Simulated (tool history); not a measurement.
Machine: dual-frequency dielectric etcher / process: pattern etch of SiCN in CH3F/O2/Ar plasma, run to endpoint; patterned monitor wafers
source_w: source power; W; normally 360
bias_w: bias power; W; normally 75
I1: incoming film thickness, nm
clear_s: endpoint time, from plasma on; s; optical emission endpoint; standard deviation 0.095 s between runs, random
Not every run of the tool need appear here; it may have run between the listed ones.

run 1 hour=0 | source_w=360 bias_w=75 | I1=8.46 | clear_s=22.8
run 2 hour=28.7 | source_w=360 bias_w=75 | I1=8.43 | clear_s=22.8
-- hour=62.5 wet clean of the chamber
run 3 hour=76.9 | source_w=360 bias_w=75 | I1=8.45 | clear_s=22.4
run 4 hour=128.8 | source_w=360 bias_w=75 | I1=8.49 | clear_s=22.6
-- hour=252.8 bias power generator calibrated
run 5 hour=253.3 | source_w=360 bias_w=75 | I1=8.38 | clear_s=22.4
-- hour=337.7 source power generator calibrated
-- hour=339.9 upper electrode replaced
run 6 hour=340.4 | source_w=400 bias_w=75 | I1=8.32 | clear_s=21.6
run 7 hour=356.4 | source_w=360 bias_w=87 | I1=8.44 | clear_s=21.5
run 8 hour=381.6 | source_w=360 bias_w=87 | I1=8.37 | clear_s=21.5
run 9 hour=437.3 | source_w=320 bias_w=75 | I1=8.42 | clear_s=23.8
-- hour=476.5 wet clean of the chamber
run 10 hour=487 | source_w=400 bias_w=75 | I1=8.34 | clear_s=21.2
run 11 hour=526.6 | source_w=360 bias_w=75 | I1=8.33 | clear_s=21.9
run 12 hour=579.6 | source_w=360 bias_w=75 | I1=8.36 | clear_s=22.2
run 13 hour=624.6 | source_w=390 bias_w=59 | I1=8.35 | clear_s=23.3
run 14 hour=664.2 | source_w=390 bias_w=69 | I1=8.43 | clear_s=22.3
run 15 hour=704.5 | source_w=360 bias_w=83 | I1=8.48 | clear_s=21.9
run 16 hour=733.9 | source_w=330 bias_w=68 | I1=8.35 | clear_s=23.6

Consider 4 possible next runs. They are alternatives, not a sequence: every one starts from the tool as it was left by run 16. What does each give?
run A hour=734.3 | source_w=360 bias_w=75 | I1=8.4 | clear_s=?
run B hour=734.3 | source_w=410 bias_w=62 | I1=8.4 | clear_s=?
run C hour=734.3 | source_w=400 bias_w=94 | I1=8.4 | clear_s=?
run D hour=734.3 | source_w=360 bias_w=86 | I1=8.4 | clear_s=?

run=A clear_s=22.6
run=B clear_s=23.1
run=C clear_s=20.3
run=D clear_s=21.6
The same runs, with their run-to-run variation unchanged, on a tool lacking any hidden condition would have given:
run=A clear_s=22.3
run=B clear_s=22.7
run=C clear_s=19.9
run=D clear_s=21.3
